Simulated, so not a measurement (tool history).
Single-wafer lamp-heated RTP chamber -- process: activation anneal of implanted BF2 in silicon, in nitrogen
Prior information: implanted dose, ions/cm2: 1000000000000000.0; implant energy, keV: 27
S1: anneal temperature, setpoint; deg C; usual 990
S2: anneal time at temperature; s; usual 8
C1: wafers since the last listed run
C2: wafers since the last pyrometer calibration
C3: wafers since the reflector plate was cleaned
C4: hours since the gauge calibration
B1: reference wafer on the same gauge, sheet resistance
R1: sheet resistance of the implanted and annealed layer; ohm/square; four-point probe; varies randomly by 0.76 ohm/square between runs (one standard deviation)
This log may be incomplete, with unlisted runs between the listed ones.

Run 1, day 0: usual settings; C1 0; C2 2018; C3 13076; C4 408.4; B1 182.99. Result: R1 183.59 ohm/square.
Run 2, day 0.8: usual settings; C1 213; C2 2231; C3 13290; C4 427.6; B1 183.06. Result: R1 184.41 ohm/square.
Run 3, day 1.5: usual settings but S2 10 s; C1 186; C2 2418; C3 13476; C4 444.4; B1 183.16. Result: R1 179.43 ohm/square.
Run 4, day 2.538: usual settings but S1 1012 deg C; C1 276; C2 2694; C3 13752; C4 469.3; B1 183.02. Result: R1 164.47 ohm/square.
Run 5, day 3.746: usual settings but S1 973 deg C, S2 5 s; C1 321; C2 3016; C3 14074; C4 498.3; B1 182.99. Result: R1 204.14 ohm/square.
Run 6, day 4.929: usual settings but S1 973 deg C, S2 5 s; C1 315; C2 3331; C3 14389; C4 526.7; B1 183.06. Result: R1 204.85 ohm/square.
Run 7, day 6.183: usual settings but S1 973 deg C, S2 5 s; C1 334; C2 3665; C3 14723; C4 556.8; B1 182.69. Result: R1 203.72 ohm/square.
Run 8, day 7.038: usual settings; C1 227; C2 3893; C3 14951; C4 577.3; B1 183.07. Result: R1 183.08 ohm/square.
Run 9, day 7.908: usual settings; C1 231; C2 4125; C3 15183; C4 598.2; B1 183.32. Result: R1 183.25 ohm/square.
At day 8.667: reflector plate cleaned.
Run 10, day 9.142: usual settings but S2 6 s; C1 239; C2 4364; C3 126; C4 627.8; B1 183.09. Result: R1 185.99 ohm/square.
At day 10.312: pyrometer window cleaned and pyrometer calibrated.
Run 11, day 10.333: usual settings but S2 11 s; C1 228; C2 5; C3 355; C4 656.4; B1 182.81. Result: R1 180.65 ohm/square.
Run 12, day 10.896: usual settings but S1 980 deg C, S2 4 s; C1 149; C2 155; C3 505; C4 669.9; B1 182.98. Result: R1 199.82 ohm/square.
Run 13, day 11.6: usual settings but S1 977 deg C; C1 187; C2 343; C3 692; C4 686.8; B1 182.81. Result: R1 197.33 ohm/square.
Run 14, day 12.875: usual settings but S1 981 deg C, S2 4 s; C1 339; C2 682; C3 1032; C4 717.4; B1 182.85. Result: R1 197.4 ohm/square.
Run 15, day 16.892: usual settings; C1 1069; C2 1752; C3 2102; C4 813.8; B1 182.8. Result: R1 184.42 ohm/square.
Run 16, day 17.433: usual settings but S1 963 deg C, S2 10 s; C1 144; C2 1897; C3 2246; C4 826.8; B1 182.97. Result: R1 209.51 ohm/square.
Run 17, day 18.446: usual settings but S1 999 deg C, S2 11 s; C1 269; C2 2166; C3 2515; C4 851.1; B1 183.11. Result: R1 169.7 ohm/square.
Run 18, day 19.2: usual settings; C1 200; C2 2367; C3 2716; C4 869.2; B1 183.05. Result: R1 182.94 ohm/square.
Run 19, day 20.312: usual settings but S1 1005 deg C, S2 5 s; C1 296; C2 2663; C3 3013; C4 895.9; B1 183.15. Result: R1 175.66 ohm/square.
Run 20, day 21.042: usual settings; C1 194; C2 2858; C3 3207; C4 913.4; B1 183. Result: R1 182.14 ohm/square.
Run 21, day 21.875: usual settings but S1 966 deg C, S2 12 s; C1 221; C2 3080; C3 3429; C4 933.4; B1 183.21. Result: R1 205.88 ohm/square.
At day 22.017: gauge calibrated.
Run 22, day 23.021: usual settings; C1 305; C2 3385; C3 3734; C4 24.1; B1 183.02. Result: R1 182.91 ohm/square.
Run 23, day 24.279: usual settings but S1 976 deg C, S2 3 s; C1 335; C2 3720; C3 4069; C4 54.3; B1 182.94. Result: R1 201.81 ohm/square.
Run 24, day 25.671: usual settings; C1 370; C2 4091; C3 4440; C4 87.7; B1 183.29. Result: R1 181.83 ohm/square.
At day 27.283: pyrometer window cleaned and pyrometer calibrated.
Run 25, day 27.304: usual settings but S1 1008 deg C, S2 6 s; C1 346; C2 5; C3 4786; C4 126.9; B1 183.14. Result: R1 170.92 ohm/square.
Run 26, day 27.9: usual settings but S1 1015 deg C, S2 13 s; C1 158; C2 164; C3 4945; C4 141.2; B1 183.11. Result: R1 155.75 ohm/square.
Run 27, day 28.688: usual settings but S1 966 deg C, S2 4 s; C1 209; C2 374; C3 5155; C4 160.1; B1 182.94. Result: R1 212.64 ohm/square.
Run 28, day 30.083: usual settings; C1 371; C2 745; C3 5526; C4 193.6; B1 182.88. Result: R1 183.35 ohm/square.
Run 29, day 30.788: usual settings but S1 999 deg C; C1 187; C2 933; C3 5714; C4 210.5; B1 183.06. Result: R1 175.2 ohm/square.
Run 30, day 31.712: usual settings but S1 967 deg C, S2 6 s; C1 246; C2 1179; C3 5960; C4 232.7; B1 182.96. Result: R1 209.07 ohm/square.
Run 31, day 32.662: usual settings but S1 964 deg C, S2 5 s; C1 253; C2 1432; C3 6213; C4 255.5; B1 183.08. Result: R1 213.96 ohm/square.
Run 32, day 33.804: usual settings but S1 1002 deg C, S2 4 s; C1 304; C2 1736; C3 6517; C4 282.9; B1 182.93. Result: R1 179.11 ohm/square.
Run 33, day 34.396: usual settings but S1 961 deg C, S2 10 s; C1 157; C2 1894; C3 6675; C4 297.1; B1 182.97. Result: R1 211.18 ohm/square.
Run 34, day 37.696: usual settings but S1 982 deg C, S2 4 s; C1 878; C2 2773; C3 7554; C4 376.3; B1 183.15. Result: R1 196.16 ohm/square.
Run 35, day 38.725: usual settings but S1 969 deg C; C1 274; C2 3047; C3 7828; C4 401; B1 182.9. Result: R1 205.32 ohm/square.
Run 36, day 39.617: usual settings; C1 237; C2 3285; C3 8066; C4 422.4; B1 182.96. Result: R1 182.45 ohm/square.

5 ways to go on from here, each from the tool as it stands after run 36. What would each give?
Run A, day 39.633: usual settings; C1 4; C2 3289; C3 8070; C4 422.8; B1 ?. Result: R1 ?.
Run B, day 39.633: usual settings but S1 1017 deg C, S2 12 s; C1 4; C2 3289; C3 8070; C4 422.8; B1 ?. Result: R1 ?.
Run C, day 39.633: usual settings but S1 975 deg C; C1 4; C2 3289; C3 8070; C4 422.8; B1 ?. Result: R1 ?.
Run D, day 39.633: usual settings but S2 5 s; C1 4; C2 3289; C3 8070; C4 422.8; B1 ?. Result: R1 ?.
Run E, day 39.633: usual settings but S1 1010 deg C; C1 4; C2 3289; C3 8070; C4 422.8; B1 ?. Result: R1 ?.

run      B1      R1
  A  182.99  184.53
  B  182.99  155.78
  C  182.99  199.68
  D  182.99  189.09
  E  182.99  166.93
With no hidden state in the tool, these same runs would have given:
run      R1
  A  184.53
  B  155.78
  C  199.68
  D  189.09
  E  166.93
